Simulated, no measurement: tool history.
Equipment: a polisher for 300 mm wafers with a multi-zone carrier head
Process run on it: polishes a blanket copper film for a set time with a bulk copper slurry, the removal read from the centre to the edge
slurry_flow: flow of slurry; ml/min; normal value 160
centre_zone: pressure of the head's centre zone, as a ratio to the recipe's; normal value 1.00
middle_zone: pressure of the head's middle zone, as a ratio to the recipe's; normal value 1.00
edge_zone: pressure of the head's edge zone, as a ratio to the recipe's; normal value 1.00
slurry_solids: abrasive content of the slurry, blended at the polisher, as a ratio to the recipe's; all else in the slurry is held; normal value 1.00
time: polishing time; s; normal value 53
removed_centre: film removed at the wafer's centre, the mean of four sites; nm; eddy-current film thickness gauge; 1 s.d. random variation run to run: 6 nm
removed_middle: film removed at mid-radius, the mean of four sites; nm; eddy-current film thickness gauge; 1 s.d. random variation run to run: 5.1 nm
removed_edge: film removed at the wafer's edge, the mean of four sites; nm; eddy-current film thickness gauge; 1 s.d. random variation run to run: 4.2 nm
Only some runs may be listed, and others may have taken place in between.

run    hour  slurry_flow  centre_zone  middle_zone  edge_zone  slurry_solids  time  incoming thickness of the incoming film, nm  removed_centre  removed_middle  removed_edge
  1     0.0          160         1.00         1.00       1.00           1.00    53                                       4176.3           466.1           493.8         487.3
       25.2  -- worn pad replaced by a new one
      189.7  -- centre zone pressure recalibrated
  2   192.4          160         1.00         1.00       1.00           1.00    53                                       4071.7           482.1           492.0         486.9
  3   259.3          160         1.00         1.00       1.00           1.00    53                                       4107.0           472.7           491.4         474.5
  4   298.7          160         0.94         1.00       1.00           1.00    53                                       4128.4           441.6           489.3         487.6
      311.3  -- worn pad replaced by a new one, of another model than before
  5   373.6          160         0.94         1.00       1.00           1.00    53                                       4199.8           412.0           483.6         488.6
      410.6  -- edge zone pressure recalibrated
      472.7  -- carrier head's membrane replaced by a new one
  6   478.5          160         0.94         1.00       1.00           1.00    53                                       4066.1           405.4           493.7         481.2
      495.7  -- centre zone pressure recalibrated
      534.9  -- slurry nozzle cleaned
      576.4  -- worn pad replaced by a new one
  7   576.9          160         1.00         1.00       0.94           1.00    53                                       4116.6           466.8           485.4         472.6
  8   632.6          160         1.00         1.00       0.94           1.00    53                                       4144.9           460.1           497.8         478.1
  9   699.3          180         1.00         1.00       1.00           1.00    53                                       4123.4           467.5           500.5         493.8
 10   746.0          160         1.00         1.00       1.00           1.00    53                                       4106.7           438.0           487.0         486.4
      816.8  -- centre zone pressure recalibrated
      825.8  -- worn pad replaced by a new one
 11   845.7          160         0.94         1.00       1.00           1.00    53                                       4074.1           463.6           478.3         477.3
      925.6  -- edge zone pressure recalibrated
 12   929.4          160         1.00         1.00       1.00           1.00    66                                       4135.6           581.4           605.6         593.7
 13   989.4          175         1.00         1.08       1.00           0.70    53                                       4046.4           436.4           514.2         462.0
     1055.5  -- worn pad replaced by a new one
 14  1068.8          160         1.04         1.00       0.94           0.90    38                                       4127.0           319.0           340.9         330.6
 15  1118.7          140         0.95         1.00       1.00           0.75    53                                       4092.1           367.4           443.0         444.7
     1142.5  -- centre zone pressure recalibrated
 16  1164.0          160         0.90         1.00       0.93           0.80    59                                       4054.4           470.2           537.9         506.3
 17  1268.2          140         1.00         1.00       1.00           1.00    39                                       4121.4           331.3           339.8         341.5

Consider 5 possible next runs. They are alternatives, not a sequence: every one starts from the tool as it was left by run 17. What does each give?
  A  1268.6          125         1.00         1.00       1.00           1.00    53                                       4126.2               ?               ?             ?
  B  1268.6          160         1.00         1.00       1.00           1.00    38                                       4126.2               ?               ?             ?
  C  1268.6          160         1.00         1.00       1.05           0.90    53                                       4126.2               ?               ?             ?
  D  1268.6          160         1.00         1.00       1.12           1.25    53                                       4126.2               ?               ?             ?
  E  1268.6          190         1.00         1.00       1.00           0.90    53                                       4126.2               ?               ?             ?

run  removed_centre  removed_middle  removed_edge
  A           420.0           439.8         452.9
  B           335.9           347.3         347.5
  C           460.7           476.2         484.2
  D           486.5           502.8         522.6
  E           482.7           496.5         491.4
Without the tool's hidden state the same runs would have given:
run  removed_centre  removed_middle  removed_edge
  A           435.5           439.7         452.9
  B           348.4           347.2         347.5
  C           477.8           476.1         484.2
  D           504.5           502.7         522.6
  E           500.6           496.4         491.4

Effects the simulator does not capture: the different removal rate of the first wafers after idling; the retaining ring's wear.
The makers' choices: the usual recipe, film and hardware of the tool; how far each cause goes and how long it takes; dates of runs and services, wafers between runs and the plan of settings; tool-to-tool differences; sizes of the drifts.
